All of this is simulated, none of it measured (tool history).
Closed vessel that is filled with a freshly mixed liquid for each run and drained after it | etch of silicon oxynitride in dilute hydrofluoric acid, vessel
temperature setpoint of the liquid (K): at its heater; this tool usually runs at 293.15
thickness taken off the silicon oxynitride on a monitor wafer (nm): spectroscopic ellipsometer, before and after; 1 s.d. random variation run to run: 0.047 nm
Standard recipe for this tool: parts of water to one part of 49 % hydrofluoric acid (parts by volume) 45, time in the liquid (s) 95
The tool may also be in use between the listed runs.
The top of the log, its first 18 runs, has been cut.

run     day  temperature setpoint of the liquid (K)  parts of water to one part of 49 % hydrofluoric acid (parts by volume)  time in the liquid (s)  wafers since the last listed run  hours since the thermometer was replaced  hours since the hydrofluoric acid flow meter was replaced  hours since the gauge calibration  read-back film thickness of the silicon oxynitride reference wafer, read on the same gauge (nm)  thickness taken off the silicon oxynitride on a monitor wafer (nm)
 19     9.2                                  290.65                                                                      55                      95                               590                                    1967.3                                                     1143.5                               82.8                                                                                           29.961                                                               3.834
 20   9.654                                  293.15                                                                      45                      95                               946                                    1978.2                                                     1154.4                               93.7                                                                                           30.019                                                               5.384
 21  10.304                                  293.15                                                                      45                     115                              1353                                    1993.8                                                       1170                              109.3                                                                                           29.941                                                               6.474
     10.575  -- hydrofluoric acid flow meter replaced
 22  10.742                                  293.15                                                                      45                      95                               824                                    2004.3                                                          4                              119.8                                                                                           29.978                                                               5.349
 23  11.029                                  293.15                                                                      45                      95                               598                                    2011.2                                                       10.9                              126.7                                                                                           29.986                                                               5.271
     11.538  -- thermometer replaced
 24  11.642                                  293.15                                                                      55                     145                              1189                                       2.5                                                       25.6                              141.4                                                                                           30.008                                                               6.006
 25  11.992                                  295.15                                                                      45                      45                               729                                      10.9                                                         34                              149.8                                                                                               30                                                               2.557
 26  12.346                                  293.15                                                                      45                      95                               737                                      19.4                                                       42.5                              158.3                                                                                           30.018                                                               4.817
 27  13.004                                  291.15                                                                      50                      55                              1371                                      35.2                                                       58.3                              174.1                                                                                           30.007                                                               2.234
 28  13.708                                  294.65                                                                      60                      45                              1466                                      52.1                                                       75.2                                191                                                                                           30.026                                                               1.811
 29  14.229                                  291.15                                                                      30                      75                              1084                                      64.6                                                       87.7                              203.5                                                                                           29.959                                                               5.209
 30    14.5                                  295.15                                                                      40                      95                               564                                      71.1                                                       94.2                                210                                                                                           29.956                                                               5.972
 31  14.808                                  293.15                                                                      55                      95                               642                                      78.5                                                      101.6                              217.4                                                                                           29.997                                                               4.048
 32  15.346                                  293.15                                                                      45                      95                              1119                                      91.4                                                      114.5                              230.3                                                                                           29.997                                                               4.866
 33  16.092                                  293.15                                                                      45                     110                              1553                                     109.3                                                      132.4                              248.2                                                                                           30.005                                                                 5.7
 34  16.458                                  290.15                                                                      55                     130                               763                                     118.1                                                      141.2                                257                                                                                           30.008                                                               4.684

Each row is a separate what-if for the run after 34, all from the same tool condition, not one after another. Results?
  A  16.488                                  296.65                                                                      45                      95                                60                                     118.8                                                      141.9                              257.7                                                                                                ?                                                                   ?
  B  16.488                                  296.65                                                                      60                      55                                60                                     118.8                                                      141.9                              257.7                                                                                                ?                                                                   ?
  C  16.488                                  293.15                                                                      35                      95                                60                                     118.8                                                      141.9                              257.7                                                                                                ?                                                                   ?

run  read-back film thickness of the silicon oxynitride reference wafer, read on the same gauge (nm)  thickness taken off the silicon oxynitride on a monitor wafer (nm)
  A                                                                                           30.006                                                               5.856
  B                                                                                           30.006                                                               2.511
  C                                                                                           30.006                                                                6.37
Had the tool no hidden state, the same runs would have come out as:
run  thickness taken off the silicon oxynitride on a monitor wafer (nm)
  A                                                               5.711
  B                                                                2.45
  C                                                               6.207
